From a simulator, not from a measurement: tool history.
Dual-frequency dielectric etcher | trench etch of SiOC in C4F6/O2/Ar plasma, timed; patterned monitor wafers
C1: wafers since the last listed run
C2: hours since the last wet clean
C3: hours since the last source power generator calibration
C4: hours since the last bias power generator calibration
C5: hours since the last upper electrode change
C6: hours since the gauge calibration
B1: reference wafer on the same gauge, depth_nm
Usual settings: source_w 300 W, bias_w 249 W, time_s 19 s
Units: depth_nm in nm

{"run": 1, "hour": 0.0, "source_w": 300, "bias_w": 249, "time_s": 19, "C1": 0, "C2": 111.6, "C3": 1982.6, "C4": 2391.4, "C5": 5578.6, "C6": 1847, "B1": 40.43, "depth_nm": 37.25}
{"run": 2, "hour": 60.6, "source_w": 300, "bias_w": 249, "time_s": 19, "C1": 722, "C2": 172.2, "C3": 2043.2, "C4": 2452, "C5": 5639.2, "C6": 1907.6, "B1": 40.46, "depth_nm": 37.14}
{"run": 3, "hour": 193.6, "source_w": 300, "bias_w": 249, "time_s": 19, "C1": 1585, "C2": 305.2, "C3": 2176.2, "C4": 2585, "C5": 5772.2, "C6": 2040.6, "B1": 40.43, "depth_nm": 37.01}
{"run": 4, "hour": 253.9, "source_w": 300, "bias_w": 249, "time_s": 19, "C1": 718, "C2": 365.5, "C3": 2236.5, "C4": 2645.3, "C5": 5832.5, "C6": 2100.9, "B1": 40.38, "depth_nm": 37.58}
{"run": 5, "hour": 347.6, "source_w": 300, "bias_w": 249, "time_s": 19, "C1": 1117, "C2": 459.2, "C3": 2330.2, "C4": 2739, "C5": 5926.2, "C6": 2194.6, "B1": 40.35, "depth_nm": 37.37}
{"run": 6, "hour": 383.7, "source_w": 300, "bias_w": 211, "time_s": 19, "C1": 430, "C2": 495.3, "C3": 2366.3, "C4": 2775.1, "C5": 5962.3, "C6": 2230.7, "B1": 40.42, "depth_nm": 35.63}
{"hour": 431.1, "done": "source power generator calibrated"}
{"run": 7, "hour": 445.1, "source_w": 300, "bias_w": 249, "time_s": 19, "C1": 684, "C2": 556.7, "C3": 14, "C4": 2836.5, "C5": 6023.7, "C6": 2292.1, "B1": 40.41, "depth_nm": 36.49}
{"hour": 506.4, "done": "upper electrode replaced"}
{"run": 8, "hour": 506.9, "source_w": 300, "bias_w": 249, "time_s": 19, "C1": 450, "C2": 618.5, "C3": 75.8, "C4": 2898.3, "C5": 0.5, "C6": 2353.9, "B1": 40.36, "depth_nm": 36.68}
{"hour": 537.6, "done": "gauge calibrated"}
{"hour": 589.3, "done": "wet clean of the chamber"}
{"run": 9, "hour": 593.2, "source_w": 300, "bias_w": 210, "time_s": 19, "C1": 742, "C2": 3.9, "C3": 162.1, "C4": 2984.6, "C5": 86.8, "C6": 55.6, "B1": 40.4, "depth_nm": 34.77}
{"run": 10, "hour": 643.8, "source_w": 300, "bias_w": 210, "time_s": 19, "C1": 603, "C2": 54.5, "C3": 212.7, "C4": 3035.2, "C5": 137.4, "C6": 106.2, "B1": 40.43, "depth_nm": 34.7}
{"run": 11, "hour": 710.5, "source_w": 300, "bias_w": 283, "time_s": 15.5, "C1": 795, "C2": 121.2, "C3": 279.4, "C4": 3101.9, "C5": 204.1, "C6": 172.9, "B1": 40.37, "depth_nm": 31.24}
{"run": 12, "hour": 789.6, "source_w": 300, "bias_w": 249, "time_s": 21.5, "C1": 943, "C2": 200.3, "C3": 358.5, "C4": 3181, "C5": 283.2, "C6": 252, "B1": 40.4, "depth_nm": 41.64}
{"run": 13, "hour": 869.0, "source_w": 300, "bias_w": 249, "time_s": 19, "C1": 946, "C2": 279.7, "C3": 437.9, "C4": 3260.4, "C5": 362.6, "C6": 331.4, "B1": 40.4, "depth_nm": 36.67}
{"run": 14, "hour": 965.5, "source_w": 230, "bias_w": 216, "time_s": 16, "C1": 1150, "C2": 376.2, "C3": 534.4, "C4": 3356.9, "C5": 459.1, "C6": 427.9, "B1": 40.41, "depth_nm": 26.87}
{"hour": 1058.2, "done": "bias power generator calibrated"}
{"run": 15, "hour": 1058.7, "source_w": 320, "bias_w": 249, "time_s": 14.5, "C1": 1063, "C2": 469.4, "C3": 627.6, "C4": 0.5, "C5": 552.3, "C6": 521.1, "B1": 40.37, "depth_nm": 28.1}
{"run": 16, "hour": 1101.7, "source_w": 300, "bias_w": 211, "time_s": 19, "C1": 512, "C2": 512.4, "C3": 670.6, "C4": 43.5, "C5": 595.3, "C6": 564.1, "B1": 40.38, "depth_nm": 34.24}
{"hour": 1142.2, "done": "wet clean of the chamber"}
{"run": 17, "hour": 1173.4, "source_w": 300, "bias_w": 249, "time_s": 19, "C1": 568, "C2": 31.2, "C3": 742.3, "C4": 115.2, "C5": 667, "C6": 635.8, "B1": 40.38, "depth_nm": 36.36}
{"run": 18, "hour": 1239.3, "source_w": 340, "bias_w": 271, "time_s": 19, "C1": 785, "C2": 97.1, "C3": 808.2, "C4": 181.1, "C5": 732.9, "C6": 701.7, "B1": 40.36, "depth_nm": 39.29}
{"run": 19, "hour": 1334.0, "source_w": 300, "bias_w": 289, "time_s": 15.5, "C1": 1129, "C2": 191.8, "C3": 902.9, "C4": 275.8, "C5": 827.6, "C6": 796.4, "B1": 40.43, "depth_nm": 31.34}
{"run": 20, "hour": 1398.5, "source_w": 330, "bias_w": 223, "time_s": 20.5, "C1": 769, "C2": 256.3, "C3": 967.4, "C4": 340.3, "C5": 892.1, "C6": 860.9, "B1": 40.42, "depth_nm": 39.45}
{"run": 21, "hour": 1473.5, "source_w": 240, "bias_w": 293, "time_s": 17.5, "C1": 894, "C2": 331.3, "C3": 1042.4, "C4": 415.3, "C5": 967.1, "C6": 935.9, "B1": 40.43, "depth_nm": 32.57}
{"run": 22, "hour": 1566.3, "source_w": 300, "bias_w": 249, "time_s": 19, "C1": 1106, "C2": 424.1, "C3": 1135.2, "C4": 508.1, "C5": 1059.9, "C6": 1028.7, "B1": 40.37, "depth_nm": 36.52}
{"run": 23, "hour": 1604.4, "source_w": 260, "bias_w": 232, "time_s": 17, "C1": 454, "C2": 462.2, "C3": 1173.3, "C4": 546.2, "C5": 1098, "C6": 1066.8, "B1": 40.39, "depth_nm": 30.16}
{"run": 24, "hour": 1673.8, "source_w": 230, "bias_w": 249, "time_s": 14.5, "C1": 827, "C2": 531.6, "C3": 1242.7, "C4": 615.6, "C5": 1167.4, "C6": 1136.2, "B1": 40.36, "depth_nm": 25.16}
{"run": 25, "hour": 1774.4, "source_w": 300, "bias_w": 249, "time_s": 19, "C1": 1199, "C2": 632.2, "C3": 1343.3, "C4": 716.2, "C5": 1268, "C6": 1236.8, "B1": 40.36, "depth_nm": 36.54}
{"hour": 1860.2, "done": "wet clean of the chamber"}
{"run": 26, "hour": 1860.7, "source_w": 260, "bias_w": 277, "time_s": 14, "C1": 742, "C2": 0.5, "C3": 1429.6, "C4": 802.5, "C5": 1354.3, "C6": 1323.1, "B1": 40.4, "depth_nm": 26.45}
{"run": 27, "hour": 1904.0, "source_w": 260, "bias_w": 249, "time_s": 24, "C1": 516, "C2": 43.8, "C3": 1472.9, "C4": 845.8, "C5": 1397.6, "C6": 1366.4, "B1": 40.37, "depth_nm": 43.59}
{"run": 28, "hour": 1948.5, "source_w": 280, "bias_w": 249, "time_s": 23.5, "C1": 530, "C2": 88.3, "C3": 1517.4, "C4": 890.3, "C5": 1442.1, "C6": 1410.9, "B1": 40.38, "depth_nm": 44.16}
{"run": 29, "hour": 2006.7, "source_w": 300, "bias_w": 249, "time_s": 23, "C1": 693, "C2": 146.5, "C3": 1575.6, "C4": 948.5, "C5": 1500.3, "C6": 1469.1, "B1": 40.41, "depth_nm": 44.29}
{"run": 30, "hour": 2186.3, "source_w": 260, "bias_w": 232, "time_s": 17, "C1": 2141, "C2": 326.1, "C3": 1755.2, "C4": 1128.1, "C5": 1679.9, "C6": 1648.7, "B1": 40.45, "depth_nm": 30.39}
{"run": 31, "hour": 2228.9, "source_w": 340, "bias_w": 249, "time_s": 21.5, "C1": 507, "C2": 368.7, "C3": 1797.8, "C4": 1170.7, "C5": 1722.5, "C6": 1691.3, "B1": 40.42, "depth_nm": 43.5}

Hidden state at the last listed run before each entry between runs and at the first one after, where it differs:
Between runs 6 and 7: source power generator calibrated (hour 431.1)
  source power that arrives over what is set, %: 5.85 -> 0.174; bias power that arrives over what is set, %: 3.8 -> 3.96
  measured less the result without the state, depth_nm: +1.2 -> +0.5 nm
Between runs 7 and 8: upper electrode replaced (hour 506.4)
  source power that arrives over what is set, %: 0.174 -> 0.179; bias power that arrives over what is set, %: 3.96 -> 4.13
  measured less the result without the state, depth_nm: +0.5 -> +0.52 nm
Between runs 8 and 9: gauge calibrated (hour 537.6); wet clean of the chamber (hour 589.3)
  source power that arrives over what is set, %: 0.179 -> 0.201; bias power that arrives over what is set, %: 4.13 -> 4.37
  measured less the result without the state, depth_nm: +0.52 -> +0.51 nm
Between runs 14 and 15: bias power generator calibrated (hour 1058.2)
  source power that arrives over what is set, %: 0.476 -> 0.59; bias power that arrives over what is set, %: 5.49 -> -0.194
  measured less the result without the state, depth_nm: +0.53 -> +0.05 nm
Between runs 16 and 17: wet clean of the chamber (hour 1142.2)
  source power that arrives over what is set, %: 0.649 -> 0.756; bias power that arrives over what is set, %: -0.193 -> -0.187
  measured less the result without the state, depth_nm: +0.07 -> +0.08 nm
Between runs 25 and 26: wet clean of the chamber (hour 1860.2)
  source power that arrives over what is set, %: 2.08 -> 2.34; bias power that arrives over what is set, %: 0.0488 -> 0.111
  measured less the result without the state, depth_nm: +0.3 -> +0.25 nm
